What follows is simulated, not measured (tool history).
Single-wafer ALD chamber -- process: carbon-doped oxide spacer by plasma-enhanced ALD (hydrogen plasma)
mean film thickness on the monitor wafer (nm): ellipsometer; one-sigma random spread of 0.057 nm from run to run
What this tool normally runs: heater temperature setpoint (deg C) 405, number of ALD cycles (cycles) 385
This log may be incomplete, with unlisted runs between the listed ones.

run,hour,heater temperature setpoint (deg C),number of ALD cycles (cycles),wafers since the last listed run,hours since the last thermocouple change,hours since the gauge calibration,"read-back reference wafer on the same gauge, thickness_nm",mean film thickness on the monitor wafer (nm)
1,0,398,385,0,1152.2,858.6,17.793,17.386
2,29.6,405,385,37,1181.8,888.2,17.807,16.893
3,58.6,405,385,36,1210.8,917.2,17.803,16.87
4,94.3,405,385,45,1246.5,952.9,17.781,16.922
5,118.6,405,324,30,1270.8,977.2,17.788,14.223
6,142.4,405,324,30,1294.6,1001,17.801,14.157
7,165,405,385,28,1317.2,1023.6,17.791,16.844
8,197.6,405,385,41,1349.8,1056.2,17.811,16.929
9,227.9,408,385,38,1380.1,1086.5,17.798,16.691
10,254.7,408,385,34,1406.9,1113.3,17.8,16.672
11,281.6,408,385,34,1433.8,1140.2,17.81,16.641
12,301.9,405,385,25,1454.1,1160.5,17.797,16.772
13,319.3,405,385,22,1471.5,1177.9,17.82,16.807
14,351.2,405,385,40,1503.4,1209.8,17.805,16.864
# hour 366.6: gauge calibrated
15,386.7,401,436,45,1538.9,20.1,17.796,19.238
16,411.1,401,436,31,1563.3,44.5,17.803,19.283
17,430.9,401,436,25,1583.1,64.3,17.821,19.263
18,454.7,405,385,30,1606.9,88.1,17.811,16.773
# hour 490.3: thermocouple changed; heater temperature recalibrated
19,490.8,405,385,35,0.5,124.2,17.8,17.224
20,508.4,394,385,22,18.1,141.8,17.774,17.393
21,538.6,412,448,38,48.3,172,17.788,19.603
22,564.8,395,345,33,74.5,198.2,17.787,15.674
23,595.5,396,385,39,105.2,228.9,17.816,17.466
24,631.3,395,385,45,141,264.7,17.809,17.446
25,661.2,405,385,38,170.9,294.6,17.809,17.27
26,683.5,405,336,28,193.2,316.9,17.812,15.122
27,710.4,401,452,34,220.1,343.8,17.805,20.445
28,737,393,423,33,246.7,370.4,17.801,19.187
29,770.6,405,385,42,280.3,404,17.796,17.227
30,793.6,393,352,29,303.3,427,17.806,15.909
31,883.9,414,445,115,393.6,517.3,17.78,19.328
32,950.4,394,327,84,460.1,583.8,17.786,14.837
33,965.4,405,385,19,475.1,598.8,17.798,17.173
34,988.8,390,425,29,498.5,622.2,17.805,19.28
35,1049.4,398,309,77,559.1,682.8,17.814,14.018
36,1062.9,405,362,17,572.6,696.3,17.812,16.146
37,1087.6,405,385,31,597.3,721,17.816,17.166
38,1121,413,329,42,630.7,754.4,17.796,14.281
39,1152.1,409,364,39,661.8,785.5,17.785,15.911
40,1165.9,391,433,17,675.6,799.3,17.802,19.705

The same runs without the tool's hidden state, with the same run-to-run variation:
The tool's hidden condition here consists of: wafer temperature above the value expected at the setpoint (K); gauge reads high (%).
run,mean film thickness on the monitor wafer (nm)
1,17.501
2,17.16
3,17.149
4,17.217
5,14.48
6,14.422
7,17.169
8,17.271
9,17.046
10,17.04
11,17.021
12,17.161
13,17.205
14,17.281
15,19.728
16,19.788
17,19.781
18,17.244
19,17.22
20,17.393
21,19.599
22,15.674
23,17.466
24,17.446
25,17.272
26,15.124
27,20.451
28,19.187
29,17.237
30,15.909
31,19.354
32,14.837
33,17.208
34,19.28
35,14.018
36,16.195
37,17.223
38,14.336
39,15.977
40,19.705
